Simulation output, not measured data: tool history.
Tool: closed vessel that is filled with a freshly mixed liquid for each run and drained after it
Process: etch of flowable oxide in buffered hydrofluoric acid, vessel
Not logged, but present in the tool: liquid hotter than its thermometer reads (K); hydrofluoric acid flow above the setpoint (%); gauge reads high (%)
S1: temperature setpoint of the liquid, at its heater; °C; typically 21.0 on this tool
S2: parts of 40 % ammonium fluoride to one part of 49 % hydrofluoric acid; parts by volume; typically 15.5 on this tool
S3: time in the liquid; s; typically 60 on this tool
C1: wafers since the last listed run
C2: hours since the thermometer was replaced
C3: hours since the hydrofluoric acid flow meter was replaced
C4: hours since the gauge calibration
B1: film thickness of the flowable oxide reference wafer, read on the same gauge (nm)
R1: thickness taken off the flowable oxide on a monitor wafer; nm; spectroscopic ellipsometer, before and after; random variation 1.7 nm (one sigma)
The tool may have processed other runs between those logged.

{"run": 1, "hour": 0.0, "S1": 20.0, "S2": 15.5, "S3": 45, "C1": 0, "C2": 1911.3, "C3": 648.4, "C4": 197.2, "B1": 40.0, "R1": 134.57}
{"hour": 3.7, "done": "hydrofluoric acid flow meter replaced"}
{"run": 2, "hour": 29.3, "S1": 20.0, "S2": 15.5, "S3": 45, "C1": 2402, "C2": 1940.6, "C3": 25.6, "C4": 226.5, "B1": 40.05, "R1": 130.79}
{"run": 3, "hour": 81.8, "S1": 20.0, "S2": 15.5, "S3": 45, "C1": 4457, "C2": 1993.1, "C3": 78.1, "C4": 279.0, "B1": 40.03, "R1": 131.07}
{"run": 4, "hour": 141.5, "S1": 21.0, "S2": 15.5, "S3": 60, "C1": 5068, "C2": 2052.8, "C3": 137.8, "C4": 338.7, "B1": 39.95, "R1": 189.84}
{"run": 5, "hour": 187.2, "S1": 21.0, "S2": 15.5, "S3": 60, "C1": 3880, "C2": 2098.5, "C3": 183.5, "C4": 384.4, "B1": 39.98, "R1": 184.52}
{"run": 6, "hour": 233.3, "S1": 19.5, "S2": 15.5, "S3": 50, "C1": 3914, "C2": 2144.6, "C3": 229.6, "C4": 430.5, "B1": 40.02, "R1": 143.97}
{"run": 7, "hour": 284.2, "S1": 19.5, "S2": 15.5, "S3": 50, "C1": 4321, "C2": 2195.5, "C3": 280.5, "C4": 481.4, "B1": 40.01, "R1": 143.56}
{"run": 8, "hour": 338.3, "S1": 21.0, "S2": 15.5, "S3": 60, "C1": 4593, "C2": 2249.6, "C3": 334.6, "C4": 535.5, "B1": 39.99, "R1": 185.92}
{"run": 9, "hour": 372.4, "S1": 21.0, "S2": 15.5, "S3": 60, "C1": 2895, "C2": 2283.7, "C3": 368.7, "C4": 569.6, "B1": 40.0, "R1": 187.48}
{"run": 10, "hour": 406.6, "S1": 21.0, "S2": 15.5, "S3": 60, "C1": 2903, "C2": 2317.9, "C3": 402.9, "C4": 603.8, "B1": 40.0, "R1": 191.09}
{"run": 11, "hour": 447.2, "S1": 21.0, "S2": 12.0, "S3": 75, "C1": 3447, "C2": 2358.5, "C3": 443.5, "C4": 644.4, "B1": 40.01, "R1": 302.43}
{"run": 12, "hour": 474.5, "S1": 21.0, "S2": 12.0, "S3": 75, "C1": 2317, "C2": 2385.8, "C3": 470.8, "C4": 671.7, "B1": 40.02, "R1": 310.45}
{"run": 13, "hour": 518.1, "S1": 19.0, "S2": 15.5, "S3": 60, "C1": 3701, "C2": 2429.4, "C3": 514.4, "C4": 715.3, "B1": 40.03, "R1": 170.91}
{"run": 14, "hour": 589.3, "S1": 19.0, "S2": 15.5, "S3": 60, "C1": 6045, "C2": 2500.6, "C3": 585.6, "C4": 786.5, "B1": 40.0, "R1": 170.75}
{"run": 15, "hour": 766.7, "S1": 19.0, "S2": 15.5, "S3": 60, "C1": 15061, "C2": 2678.0, "C3": 763.0, "C4": 963.9, "B1": 39.98, "R1": 173.73}
{"hour": 796.2, "done": "hydrofluoric acid flow meter replaced"}
{"hour": 863.6, "done": "gauge calibrated"}
{"run": 16, "hour": 933.8, "S1": 21.0, "S2": 15.5, "S3": 60, "C1": 14102, "C2": 2845.1, "C3": 137.6, "C4": 70.2, "B1": 40.01, "R1": 200.85}
{"run": 17, "hour": 974.8, "S1": 25.5, "S2": 10.0, "S3": 90, "C1": 3481, "C2": 2886.1, "C3": 178.6, "C4": 111.2, "B1": 40.03, "R1": 572.52}
{"run": 18, "hour": 1028.9, "S1": 21.0, "S2": 15.5, "S3": 60, "C1": 4593, "C2": 2940.2, "C3": 232.7, "C4": 165.3, "B1": 39.95, "R1": 199.84}
{"run": 19, "hour": 1094.8, "S1": 21.0, "S2": 15.5, "S3": 60, "C1": 5595, "C2": 3006.1, "C3": 298.6, "C4": 231.2, "B1": 39.98, "R1": 204.88}
{"hour": 1129.6, "done": "hydrofluoric acid flow meter replaced, repeated, since the last time left the tool worse"}
{"run": 20, "hour": 1196.9, "S1": 22.5, "S2": 15.5, "S3": 30, "C1": 8583, "C2": 3108.2, "C3": 67.3, "C4": 333.3, "B1": 40.03, "R1": 101.77}
{"run": 21, "hour": 1227.9, "S1": 21.0, "S2": 12.0, "S3": 75, "C1": 2631, "C2": 3139.2, "C3": 98.3, "C4": 364.3, "B1": 39.98, "R1": 302.88}
{"run": 22, "hour": 1286.1, "S1": 24.0, "S2": 20.5, "S3": 35, "C1": 4941, "C2": 3197.4, "C3": 156.5, "C4": 422.5, "B1": 40.0, "R1": 98.58}
{"hour": 1287.6, "done": "thermometer replaced"}
{"run": 23, "hour": 1321.4, "S1": 21.0, "S2": 15.5, "S3": 40, "C1": 2912, "C2": 33.8, "C3": 191.8, "C4": 457.8, "B1": 40.06, "R1": 124.46}
{"run": 24, "hour": 1346.3, "S1": 21.0, "S2": 15.5, "S3": 60, "C1": 2114, "C2": 58.7, "C3": 216.7, "C4": 482.7, "B1": 40.0, "R1": 187.99}
{"run": 25, "hour": 1400.7, "S1": 19.5, "S2": 18.5, "S3": 35, "C1": 4618, "C2": 113.1, "C3": 271.1, "C4": 537.1, "B1": 39.98, "R1": 85.22}
{"run": 26, "hour": 1530.3, "S1": 19.5, "S2": 15.5, "S3": 50, "C1": 11003, "C2": 242.7, "C3": 400.7, "C4": 666.7, "B1": 39.98, "R1": 143.19}
{"run": 27, "hour": 1566.9, "S1": 25.0, "S2": 21.0, "S3": 60, "C1": 3107, "C2": 279.3, "C3": 437.3, "C4": 703.3, "B1": 40.0, "R1": 177.59}
{"run": 28, "hour": 1612.2, "S1": 24.5, "S2": 15.5, "S3": 50, "C1": 3846, "C2": 324.6, "C3": 482.6, "C4": 748.6, "B1": 39.99, "R1": 192.56}
{"run": 29, "hour": 1662.5, "S1": 25.0, "S2": 21.0, "S3": 60, "C1": 4270, "C2": 374.9, "C3": 532.9, "C4": 798.9, "B1": 40.05, "R1": 175.74}
{"run": 30, "hour": 1708.6, "S1": 23.0, "S2": 21.5, "S3": 60, "C1": 3914, "C2": 421.0, "C3": 579.0, "C4": 845.0, "B1": 39.98, "R1": 155.26}
{"hour": 1732.3, "done": "gauge calibrated"}
{"run": 31, "hour": 1745.9, "S1": 18.0, "S2": 13.5, "S3": 40, "C1": 3166, "C2": 458.3, "C3": 616.3, "C4": 13.6, "B1": 40.01, "R1": 125.86}
{"run": 32, "hour": 1799.5, "S1": 18.0, "S2": 13.0, "S3": 35, "C1": 4550, "C2": 511.9, "C3": 669.9, "C4": 67.2, "B1": 40.0, "R1": 111.95}

Hidden condition of the tool, last listed run before each entry between runs versus first listed run after:
Between runs 1 and 2: hydrofluoric acid flow meter replaced (hour 3.7)
  hydrofluoric acid flow above the setpoint (%): 3.86 -> 0.794
  measured value less the no-hidden-state value, R1: +4.93 -> +1.01 nm
Between runs 15 and 16: hydrofluoric acid flow meter replaced (hour 796.2); gauge calibrated (hour 863.6)
  hydrofluoric acid flow above the setpoint (%): 5.15 -> 8.58
  measured value less the no-hidden-state value, R1: +8.37 -> +15.60 nm
Between runs 19 and 20: hydrofluoric acid flow meter replaced, repeated, since the last time left the tool worse (hour 1129.6)
  hydrofluoric acid flow above the setpoint (%): 9.53 -> 1.09
  measured value less the no-hidden-state value, R1: +17.53 -> +1.08 nm
Between runs 22 and 23: thermometer replaced (hour 1287.6)
  hydrofluoric acid flow above the setpoint (%): 1.62 -> 1.83
  measured value less the no-hidden-state value, R1: +1.09 -> +2.20 nm
Between runs 30 and 31: gauge calibrated (hour 1732.3)
  hydrofluoric acid flow above the setpoint (%): 4.12 -> 4.34
  measured value less the no-hidden-state value, R1: +4.25 -> +5.13 nm
